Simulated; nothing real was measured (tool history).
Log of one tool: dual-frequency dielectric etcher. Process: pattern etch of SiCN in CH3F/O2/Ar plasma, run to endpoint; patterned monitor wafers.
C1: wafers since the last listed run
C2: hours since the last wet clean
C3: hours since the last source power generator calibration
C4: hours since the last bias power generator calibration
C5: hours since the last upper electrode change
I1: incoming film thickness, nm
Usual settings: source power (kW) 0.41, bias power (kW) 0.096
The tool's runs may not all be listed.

Run 1, hour 0: usual settings; C1 0; C2 173; C3 3056.9; C4 138.1; C5 4302.6; I1 7.49. Result: endpoint time (s) 16.6.
Run 2, hour 77.5: usual settings; C1 762; C2 250.5; C3 3134.4; C4 215.6; C5 4380.1; I1 7.5. Result: endpoint time (s) 16.6.
Run 3, hour 139.3: usual settings; C1 607; C2 312.3; C3 3196.2; C4 277.4; C5 4441.9; I1 7.56. Result: endpoint time (s) 16.7.
Run 4, hour 228.8: usual settings; C1 880; C2 401.8; C3 3285.7; C4 366.9; C5 4531.4; I1 7.46. Result: endpoint time (s) 16.5.
At hour 406.3: wet clean of the chamber.
Run 5, hour 426.6: usual settings but source power (kW) 0.34; C1 1709; C2 20.3; C3 3483.5; C4 564.7; C5 4729.2; I1 7.47. Result: endpoint time (s) 17.5.
Run 6, hour 466: usual settings; C1 387; C2 59.7; C3 3522.9; C4 604.1; C5 4768.6; I1 7.47. Result: endpoint time (s) 16.5.
Run 7, hour 516.5: usual settings; C1 496; C2 110.2; C3 3573.4; C4 654.6; C5 4819.1; I1 7.47. Result: endpoint time (s) 16.6.
Run 8, hour 563.5: usual settings; C1 462; C2 157.2; C3 3620.4; C4 701.6; C5 4866.1; I1 7.51. Result: endpoint time (s) 16.7.
Run 9, hour 644.3: usual settings; C1 794; C2 238; C3 3701.2; C4 782.4; C5 4946.9; I1 7.53. Result: endpoint time (s) 16.6.
Run 10, hour 694.7: usual settings but bias power (kW) 0.085; C1 495; C2 288.4; C3 3751.6; C4 832.8; C5 4997.3; I1 7.51. Result: endpoint time (s) 17.4.
At hour 727.1: source power generator calibrated.
Run 11, hour 749.8: usual settings but bias power (kW) 0.085; C1 502; C2 343.5; C3 22.7; C4 887.9; C5 5052.4; I1 7.54. Result: endpoint time (s) 17.4.
Run 12, hour 804.4: usual settings but bias power (kW) 0.085; C1 537; C2 398.1; C3 77.3; C4 942.5; C5 5107; I1 7.47. Result: endpoint time (s) 17.2.
Run 13, hour 841.6: usual settings but source power (kW) 0.44, bias power (kW) 0.08; C1 365; C2 435.3; C3 114.5; C4 979.7; C5 5144.2; I1 7.47. Result: endpoint time (s) 17.3.
At hour 868.9: wet clean of the chamber.
Run 14, hour 940: usual settings but source power (kW) 0.44, bias power (kW) 0.08; C1 731; C2 71.1; C3 212.9; C4 1078.1; C5 5242.6; I1 7.49. Result: endpoint time (s) 17.5.
At hour 1031.3: upper electrode replaced.
Run 15, hour 1031.8: usual settings but source power (kW) 0.44, bias power (kW) 0.08; C1 666; C2 162.9; C3 304.7; C4 1169.9; C5 0.5; I1 7.4. Result: endpoint time (s) 17.1.
Run 16, hour 1057: usual settings; C1 247; C2 188.1; C3 329.9; C4 1195.1; C5 25.7; I1 7.51. Result: endpoint time (s) 16.7.
Run 17, hour 1161.5: usual settings but bias power (kW) 0.109; C1 1027; C2 292.6; C3 434.4; C4 1299.6; C5 130.2; I1 7.49. Result: endpoint time (s) 15.8.
Run 18, hour 1234.7: usual settings but source power (kW) 0.38, bias power (kW) 0.079; C1 720; C2 365.8; C3 507.6; C4 1372.8; C5 203.4; I1 7.49. Result: endpoint time (s) 18.2.
Run 19, hour 1271.7: usual settings but source power (kW) 0.44, bias power (kW) 0.08; C1 363; C2 402.8; C3 544.6; C4 1409.8; C5 240.4; I1 7.43. Result: endpoint time (s) 17.2.
At hour 1363.3: wet clean of the chamber.
Run 20, hour 1363.8: usual settings but source power (kW) 0.31, bias power (kW) 0.118; C1 669; C2 0.5; C3 636.7; C4 1501.9; C5 332.5; I1 7.5. Result: endpoint time (s) 16.5.
Run 21, hour 1427.6: usual settings; C1 627; C2 64.3; C3 700.5; C4 1565.7; C5 396.3; I1 7.5. Result: endpoint time (s) 16.5.
Run 22, hour 1509.6: usual settings but source power (kW) 0.46, bias power (kW) 0.115; C1 806; C2 146.3; C3 782.5; C4 1647.7; C5 478.3; I1 7.41. Result: endpoint time (s) 14.8.
Run 23, hour 1590.7: usual settings but source power (kW) 0.34, bias power (kW) 0.104; C1 797; C2 227.4; C3 863.6; C4 1728.8; C5 559.4; I1 7.54. Result: endpoint time (s) 16.8.
Run 24, hour 1674.3: usual settings but source power (kW) 0.36, bias power (kW) 0.117; C1 822; C2 311; C3 947.2; C4 1812.4; C5 643; I1 7.54. Result: endpoint time (s) 15.9.
At hour 1736.2: bias power generator calibrated.
Run 25, hour 1769.4: usual settings but source power (kW) 0.51, bias power (kW) 0.117; C1 896; C2 406.1; C3 1042.3; C4 33.2; C5 738.1; I1 7.62. Result: endpoint time (s) 14.6.
Run 26, hour 1873: usual settings but source power (kW) 0.32, bias power (kW) 0.084; C1 1019; C2 509.7; C3 1145.9; C4 136.8; C5 841.7; I1 7.47. Result: endpoint time (s) 18.8.
At hour 1906.1: wet clean of the chamber.
Run 27, hour 1929.8: usual settings but source power (kW) 0.5, bias power (kW) 0.09; C1 322; C2 23.7; C3 1202.7; C4 193.6; C5 898.5; I1 7.48. Result: endpoint time (s) 16.
Run 28, hour 1998.5: usual settings; C1 675; C2 92.4; C3 1271.4; C4 262.3; C5 967.2; I1 7.43. Result: endpoint time (s) 16.3.
Run 29, hour 2100.3: usual settings but source power (kW) 0.51; C1 1001; C2 194.2; C3 1373.2; C4 364.1; C5 1069; I1 7.48. Result: endpoint time (s) 15.4.
Run 30, hour 2198.4: usual settings; C1 965; C2 292.3; C3 1471.3; C4 462.2; C5 1167.1; I1 7.48. Result: endpoint time (s) 16.5.
Run 31, hour 2264.5: usual settings but source power (kW) 0.49, bias power (kW) 0.089; C1 650; C2 358.4; C3 1537.4; C4 528.3; C5 1233.2; I1 7.54. Result: endpoint time (s) 16.1.
At hour 2342.2: wet clean of the chamber.
Run 32, hour 2353.9: usual settings but source power (kW) 0.35; C1 643; C2 11.7; C3 1626.8; C4 617.7; C5 1322.6; I1 7.52. Result: endpoint time (s) 17.3.
Run 33, hour 2412.4: usual settings but source power (kW) 0.48, bias power (kW) 0.079; C1 575; C2 70.2; C3 1685.3; C4 676.2; C5 1381.1; I1 7.49. Result: endpoint time (s) 16.8.
Run 34, hour 2491.4: usual settings; C1 777; C2 149.2; C3 1764.3; C4 755.2; C5 1460.1; I1 7.39. Result: endpoint time (s) 16.1.

Forecast each of these 5 alternatives for the next run:
Run A, hour 2491.8: usual settings but source power (kW) 0.44; C1 3; C2 149.6; C3 1764.7; C4 755.6; C5 1460.5; I1 7.49. Result: endpoint time (s) ?.
Run B, hour 2491.8: usual settings but source power (kW) 0.48, bias power (kW) 0.115; C1 3; C2 149.6; C3 1764.7; C4 755.6; C5 1460.5; I1 7.49. Result: endpoint time (s) ?.
Run C, hour 2491.8: usual settings but source power (kW) 0.45, bias power (kW) 0.118; C1 3; C2 149.6; C3 1764.7; C4 755.6; C5 1460.5; I1 7.49. Result: endpoint time (s) ?.
Run D, hour 2491.8: usual settings but bias power (kW) 0.077; C1 3; C2 149.6; C3 1764.7; C4 755.6; C5 1460.5; I1 7.49. Result: endpoint time (s) ?.
Run E, hour 2491.8: usual settings but source power (kW) 0.35, bias power (kW) 0.079; C1 3; C2 149.6; C3 1764.7; C4 755.6; C5 1460.5; I1 7.49. Result: endpoint time (s) ?.

run  endpoint time (s)
  A               15.9
  B               14.4
  C               14.5
  D               17.8
  E               18.5
Without the tool's hidden state the same runs would have given:
run  endpoint time (s)
  A               15.9
  B               14.4
  C               14.5
  D               17.8
  E               18.5
